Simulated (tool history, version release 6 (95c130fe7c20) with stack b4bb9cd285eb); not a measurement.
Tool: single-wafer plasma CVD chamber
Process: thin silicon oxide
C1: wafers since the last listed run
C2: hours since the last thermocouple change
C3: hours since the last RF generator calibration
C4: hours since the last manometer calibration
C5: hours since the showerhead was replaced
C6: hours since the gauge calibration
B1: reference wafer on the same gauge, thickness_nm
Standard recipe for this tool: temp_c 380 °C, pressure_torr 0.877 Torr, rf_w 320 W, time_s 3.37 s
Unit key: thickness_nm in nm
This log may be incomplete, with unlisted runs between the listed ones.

Run 1, day 0: usual settings; C1 0; C2 12.1; C3 2193.5; C4 678.2; C5 47; C6 983; B1 7.43. Result: thickness_nm 7.256 nm.
Run 2, day 1.138: usual settings; C1 484; C2 39.4; C3 2220.8; C4 705.5; C5 74.3; C6 1010.3; B1 7.429. Result: thickness_nm 7.257 nm.
Run 3, day 1.929: usual settings; C1 337; C2 58.4; C3 2239.8; C4 724.5; C5 93.3; C6 1029.3; B1 7.428. Result: thickness_nm 7.33 nm.
At day 2.292: RF generator calibrated.
Run 4, day 3.379: usual settings; C1 475; C2 93.2; C3 26.1; C4 759.3; C5 128.1; C6 1064.1; B1 7.431. Result: thickness_nm 7.307 nm.
Run 5, day 4.879: usual settings but pressure_torr 0.737 Torr; C1 638; C2 129.2; C3 62.1; C4 795.3; C5 164.1; C6 1100.1; B1 7.425. Result: thickness_nm 6.169 nm.
Run 6, day 5.871: usual settings but time_s 3.84 s; C1 422; C2 153; C3 85.9; C4 819.1; C5 187.9; C6 1123.9; B1 7.435. Result: thickness_nm 8.379 nm.
Run 7, day 6.946: usual settings but time_s 2.89 s; C1 457; C2 178.8; C3 111.7; C4 844.9; C5 213.7; C6 1149.7; B1 7.425. Result: thickness_nm 6.317 nm.
At day 7.392: gauge calibrated.
Run 8, day 7.529: usual settings but temp_c 391 °C, pressure_torr 0.701 Torr; C1 248; C2 192.8; C3 125.7; C4 858.9; C5 227.7; C6 3.3; B1 7.43. Result: thickness_nm 5.774 nm.
Run 9, day 9.796: usual settings but pressure_torr 1.075 Torr, time_s 3.78 s; C1 964; C2 247.2; C3 180.1; C4 913.3; C5 282.1; C6 57.7; B1 7.426. Result: thickness_nm 9.716 nm.
Run 10, day 11.238: usual settings but pressure_torr 0.817 Torr; C1 613; C2 281.8; C3 214.7; C4 947.9; C5 316.7; C6 92.3; B1 7.427. Result: thickness_nm 6.951 nm.
Run 11, day 13.983: usual settings but temp_c 395 °C, pressure_torr 1.071 Torr, rf_w 260 W, time_s 3.91 s; C1 1168; C2 347.7; C3 280.6; C4 1013.8; C5 382.6; C6 158.2; B1 7.426. Result: thickness_nm 9.158 nm.
Run 12, day 14.892: usual settings; C1 386; C2 369.5; C3 302.4; C4 1035.6; C5 404.4; C6 180; B1 7.432. Result: thickness_nm 7.476 nm.
Run 13, day 15.5: usual settings but pressure_torr 0.941 Torr, rf_w 280 W, time_s 3.03 s; C1 258; C2 384.1; C3 317; C4 1050.2; C5 419; C6 194.6; B1 7.435. Result: thickness_nm 6.712 nm.
Run 14, day 16.467: usual settings; C1 411; C2 407.3; C3 340.2; C4 1073.4; C5 442.2; C6 217.8; B1 7.442. Result: thickness_nm 7.416 nm.
At day 17.158: capacitance manometer re-zeroed and calibrated.
Run 15, day 17.312: usual settings but time_s 3.96 s; C1 218; C2 427.6; C3 360.5; C4 3.7; C5 462.5; C6 238.1; B1 7.433. Result: thickness_nm 8.365 nm.
Run 16, day 19.038: usual settings but temp_c 369 °C; C1 734; C2 469; C3 401.9; C4 45.1; C5 503.9; C6 279.5; B1 7.43. Result: thickness_nm 7.176 nm.
Run 17, day 19.921: usual settings; C1 376; C2 490.2; C3 423.1; C4 66.3; C5 525.1; C6 300.7; B1 7.43. Result: thickness_nm 7.097 nm.
Run 18, day 20.767: usual settings but temp_c 376 °C, time_s 4 s; C1 360; C2 510.5; C3 443.4; C4 86.6; C5 545.4; C6 321; B1 7.423. Result: thickness_nm 8.45 nm.
Run 19, day 22.096: usual settings but pressure_torr 0.774 Torr, rf_w 340 W, time_s 3.08 s; C1 565; C2 542.4; C3 475.3; C4 118.5; C5 577.3; C6 352.9; B1 7.414. Result: thickness_nm 5.842 nm.
Run 20, day 22.629: usual settings but temp_c 392 °C, pressure_torr 0.768 Torr; C1 227; C2 555.2; C3 488.1; C4 131.3; C5 590.1; C6 365.7; B1 7.428. Result: thickness_nm 6.148 nm.
Run 21, day 23.425: usual settings but temp_c 395 °C, pressure_torr 1.071 Torr, rf_w 260 W, time_s 3.91 s; C1 338; C2 574.3; C3 507.2; C4 150.4; C5 609.2; C6 384.8; B1 7.435. Result: thickness_nm 8.789 nm.
Run 22, day 24.404: usual settings but temp_c 394 °C, pressure_torr 0.957 Torr, rf_w 300 W, time_s 3.86 s; C1 416; C2 597.8; C3 530.7; C4 173.9; C5 632.7; C6 408.3; B1 7.436. Result: thickness_nm 8.543 nm.
Run 23, day 25.404: usual settings; C1 425; C2 621.8; C3 554.7; C4 197.9; C5 656.7; C6 432.3; B1 7.42. Result: thickness_nm 7.089 nm.
Run 24, day 26.425: usual settings; C1 434; C2 646.3; C3 579.2; C4 222.4; C5 681.2; C6 456.8; B1 7.436. Result: thickness_nm 7.085 nm.
Run 25, day 27.45: usual settings but temp_c 375 °C, pressure_torr 0.802 Torr, rf_w 345 W, time_s 2.96 s; C1 436; C2 670.9; C3 603.8; C4 247; C5 705.8; C6 481.4; B1 7.418. Result: thickness_nm 5.962 nm.
Run 26, day 28.471: usual settings but temp_c 392 °C, pressure_torr 0.76 Torr, time_s 3 s; C1 434; C2 695.4; C3 628.3; C4 271.5; C5 730.3; C6 505.9; B1 7.431. Result: thickness_nm 5.41 nm.
Run 27, day 29.642: usual settings but time_s 3.78 s; C1 498; C2 723.5; C3 656.4; C4 299.6; C5 758.4; C6 534; B1 7.431. Result: thickness_nm 8.051 nm.
Run 28, day 30.988: usual settings but temp_c 395 °C, pressure_torr 0.696 Torr; C1 572; C2 755.8; C3 688.7; C4 331.9; C5 790.7; C6 566.3; B1 7.428. Result: thickness_nm 5.506 nm.
Run 29, day 32.129: usual settings but time_s 3.64 s; C1 486; C2 783.2; C3 716.1; C4 359.3; C5 818.1; C6 593.7; B1 7.435. Result: thickness_nm 7.759 nm.

Pick out some run-to-run changes in thickness_nm. Of each, how much would a tool without hidden state show as well, from the settings, what came in and chance, and how much is left for the hidden state and any gauge scatter not in both results compared?
Hidden conditions of the tool in this case: wafer temperature above the value expected at the setpoint (K); delivered RF power above the setpoint (%); true pressure above the setpoint (%); gauge reads high (%).
Run 8 -> 9: temp_c 391 -> 380, pressure_torr 0.701 -> 1.075, time_s 3.37 -> 3.78. thickness_nm +3.942 nm: hidden state +0.046, all else +3.896.
Run 9 -> 10: pressure_torr 1.075 -> 0.817, time_s 3.78 -> 3.37. thickness_nm -2.765 nm: hidden state -0.011, all else -2.754.
Run 13 -> 14: pressure_torr 0.941 -> 0.877, rf_w 280 -> 320, time_s 3.03 -> 3.37. thickness_nm +0.704 nm: hidden state +0.084, all else +0.62.
Run 14 -> 15: time_s 3.37 -> 3.96, capacitance manometer re-zeroed and calibrated. thickness_nm +0.949 nm: hidden state -0.358, all else +1.307.

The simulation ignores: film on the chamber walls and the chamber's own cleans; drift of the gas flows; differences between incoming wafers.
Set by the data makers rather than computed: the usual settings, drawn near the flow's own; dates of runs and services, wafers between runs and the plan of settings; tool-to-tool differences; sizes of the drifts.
